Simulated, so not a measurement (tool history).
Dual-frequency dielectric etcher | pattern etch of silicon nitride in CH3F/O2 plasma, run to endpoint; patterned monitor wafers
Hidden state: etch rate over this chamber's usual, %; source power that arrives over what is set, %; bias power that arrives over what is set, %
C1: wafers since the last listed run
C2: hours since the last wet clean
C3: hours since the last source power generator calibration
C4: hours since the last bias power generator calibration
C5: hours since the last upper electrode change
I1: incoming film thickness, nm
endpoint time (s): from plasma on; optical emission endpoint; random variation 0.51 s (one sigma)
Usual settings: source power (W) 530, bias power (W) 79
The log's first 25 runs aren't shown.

Run 26, hour 1281.7: usual settings; C1 270; C2 166.2; C3 78.8; C4 451.4; C5 732.2; I1 81. Result: endpoint time (s) 85.8.
Run 27, hour 1319.5: usual settings; C1 251; C2 204; C3 116.6; C4 489.2; C5 770; I1 81.1. Result: endpoint time (s) 86.6.
Run 28, hour 1353.4: usual settings but source power (W) 620, bias power (W) 71; C1 225; C2 237.9; C3 150.5; C4 523.1; C5 803.9; I1 80.6. Result: endpoint time (s) 85.1.
Run 29, hour 1396.3: usual settings but source power (W) 420, bias power (W) 87; C1 284; C2 280.8; C3 193.4; C4 566; C5 846.8; I1 79.9. Result: endpoint time (s) 91.
Run 30, hour 1425.1: usual settings but source power (W) 440, bias power (W) 84; C1 191; C2 309.6; C3 222.2; C4 594.8; C5 875.6; I1 80.7. Result: endpoint time (s) 92.6.
Run 31, hour 1488.7: usual settings but source power (W) 470, bias power (W) 99; C1 422; C2 373.2; C3 285.8; C4 658.4; C5 939.2; I1 80.8. Result: endpoint time (s) 86.
At hour 1525.9: wet clean of the chamber.
Run 32, hour 1526.4: usual settings but source power (W) 570, bias power (W) 93; C1 91; C2 0.5; C3 323.5; C4 696.1; C5 976.9; I1 80.6. Result: endpoint time (s) 79.3.
Run 33, hour 1567.9: usual settings but source power (W) 440, bias power (W) 69; C1 275; C2 42; C3 365; C4 737.6; C5 1018.4; I1 81.4. Result: endpoint time (s) 95.1.
Run 34, hour 1608.3: usual settings but bias power (W) 84; C1 268; C2 82.4; C3 405.4; C4 778; C5 1058.8; I1 80.6. Result: endpoint time (s) 83.8.
Run 35, hour 1633.5: usual settings but source power (W) 400, bias power (W) 93; C1 167; C2 107.6; C3 430.6; C4 803.2; C5 1084; I1 80.8. Result: endpoint time (s) 90.8.

Forecast each of these 4 alternatives for the next run:
Run A, hour 1634: usual settings; C1 3; C2 108.1; C3 431.1; C4 803.7; C5 1084.5; I1 81.5. Result: endpoint time (s) ?.
Run B, hour 1634: usual settings but bias power (W) 70; C1 3; C2 108.1; C3 431.1; C4 803.7; C5 1084.5; I1 81.5. Result: endpoint time (s) ?.
Run C, hour 1634: usual settings but source power (W) 570, bias power (W) 94; C1 3; C2 108.1; C3 431.1; C4 803.7; C5 1084.5; I1 81.5. Result: endpoint time (s) ?.
Run D, hour 1634: usual settings but source power (W) 460, bias power (W) 68; C1 3; C2 108.1; C3 431.1; C4 803.7; C5 1084.5; I1 81.5. Result: endpoint time (s) ?.

run  endpoint time (s)
  A               87.4
  B               90.6
  C               80.6
  D               96.3
Without the tool's hidden state the same runs would have given:
run  endpoint time (s)
  A               85.8
  B               88.9
  C               79.1
  D               94.6

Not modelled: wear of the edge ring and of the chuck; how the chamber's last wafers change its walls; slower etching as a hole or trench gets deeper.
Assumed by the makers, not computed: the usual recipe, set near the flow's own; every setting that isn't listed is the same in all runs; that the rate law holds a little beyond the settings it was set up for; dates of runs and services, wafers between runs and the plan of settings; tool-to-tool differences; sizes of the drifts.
